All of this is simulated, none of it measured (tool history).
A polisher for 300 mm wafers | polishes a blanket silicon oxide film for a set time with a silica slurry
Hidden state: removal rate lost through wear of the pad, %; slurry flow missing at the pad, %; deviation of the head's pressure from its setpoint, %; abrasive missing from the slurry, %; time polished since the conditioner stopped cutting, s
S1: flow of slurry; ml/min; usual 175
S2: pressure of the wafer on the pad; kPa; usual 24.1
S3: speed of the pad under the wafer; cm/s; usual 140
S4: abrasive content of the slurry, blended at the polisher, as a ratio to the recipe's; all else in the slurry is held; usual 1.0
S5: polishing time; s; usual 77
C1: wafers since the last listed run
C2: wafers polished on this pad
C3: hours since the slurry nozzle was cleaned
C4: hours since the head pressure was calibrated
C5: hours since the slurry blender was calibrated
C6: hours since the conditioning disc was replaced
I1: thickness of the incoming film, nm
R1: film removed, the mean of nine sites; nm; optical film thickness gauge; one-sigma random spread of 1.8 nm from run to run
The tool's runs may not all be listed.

| run | hour | S1 | S2 | S3 | S4 | S5 | C1 | C2 | C3 | C4 | C5 | C6 | I1 | R1 |
|---|---|---|---|---|---|---|---|---|---|---|---|---|---|---|
| 1 | 0.0 | 175 | 24.1 | 152 | 1.0 | 77 | 0 | 1298 | 366.2 | 702.1 | 322.2 | 17.6 | 729.8 | 233.3 |
|  | 0.6 | worn pad replaced by a new one |
| 2 | 7.7 | 150 | 24.1 | 140 | 1.0 | 95 | 57 | 57 | 373.9 | 709.8 | 329.9 | 25.3 | 733.0 | 263.7 |
| 3 | 23.8 | 175 | 24.1 | 140 | 1.0 | 77 | 130 | 187 | 390.0 | 725.9 | 346.0 | 41.4 | 725.5 | 220.7 |
| 4 | 40.4 | 175 | 24.1 | 140 | 1.0 | 77 | 134 | 322 | 406.6 | 742.5 | 362.6 | 58.0 | 736.5 | 220.4 |
| 5 | 51.0 | 175 | 24.1 | 140 | 1.0 | 77 | 85 | 408 | 417.2 | 753.1 | 373.2 | 68.6 | 734.0 | 219.3 |
| 6 | 67.3 | 175 | 24.1 | 140 | 1.0 | 77 | 132 | 540 | 433.5 | 769.4 | 389.5 | 84.9 | 728.2 | 217.3 |
| 7 | 74.0 | 175 | 24.1 | 140 | 1.0 | 77 | 54 | 594 | 440.2 | 776.1 | 396.2 | 91.6 | 732.3 | 216.7 |
| 8 | 83.2 | 175 | 24.1 | 140 | 1.0 | 77 | 74 | 668 | 449.4 | 785.3 | 405.4 | 100.8 | 732.8 | 214.5 |
|  | 90.6 | slurry nozzle cleaned |
| 9 | 95.8 | 175 | 24.1 | 140 | 1.0 | 77 | 93 | 762 | 5.2 | 797.9 | 418.0 | 113.4 | 732.4 | 218.2 |
|  | 106.1 | conditioning disc replaced and pad reconditioned |
| 10 | 112.8 | 175 | 24.1 | 140 | 1.0 | 77 | 121 | 884 | 22.2 | 814.9 | 435.0 | 6.7 | 727.9 | 218.3 |
| 11 | 127.0 | 175 | 24.1 | 140 | 1.0 | 77 | 115 | 999 | 36.4 | 829.1 | 449.2 | 20.9 | 739.6 | 217.2 |
| 12 | 141.1 | 175 | 24.1 | 140 | 1.1 | 77 | 114 | 1113 | 50.5 | 843.2 | 463.3 | 35.0 | 729.1 | 225.3 |
|  | 147.6 | slurry blender recalibrated |
| 13 | 151.7 | 175 | 29.0 | 140 | 0.9 | 77 | 69 | 1183 | 61.1 | 853.8 | 4.1 | 45.6 | 732.0 | 249.1 |
| 14 | 161.7 | 175 | 24.1 | 140 | 1.0 | 77 | 81 | 1264 | 71.1 | 863.8 | 14.1 | 55.6 | 729.1 | 215.6 |
|  | 164.0 | head pressure recalibrated |
|  | 171.6 | worn pad replaced by a new one |
| 15 | 172.1 | 175 | 20.0 | 112 | 1.0 | 67 | 35 | 4 | 81.5 | 8.1 | 24.5 | 66.0 | 741.9 | 131.1 |
| 16 | 179.4 | 175 | 24.1 | 96 | 1.0 | 67 | 59 | 63 | 88.8 | 15.4 | 31.8 | 73.3 | 720.1 | 139.5 |
| 17 | 191.9 | 150 | 31.0 | 140 | 0.9 | 61 | 101 | 164 | 101.3 | 27.9 | 44.3 | 85.8 | 726.5 | 207.5 |

For run 18, what comes out?
| 18 | 206.8 | 175 | 29.0 | 140 | 0.9 | 77 | 120 | 285 | 116.2 | 42.8 | 59.2 | 100.7 | 719.0 | ? |

Run 18 measured R1 248.5 nm.
The same run, on a tool lacking any hidden state, would have yielded R1 248.5 nm.
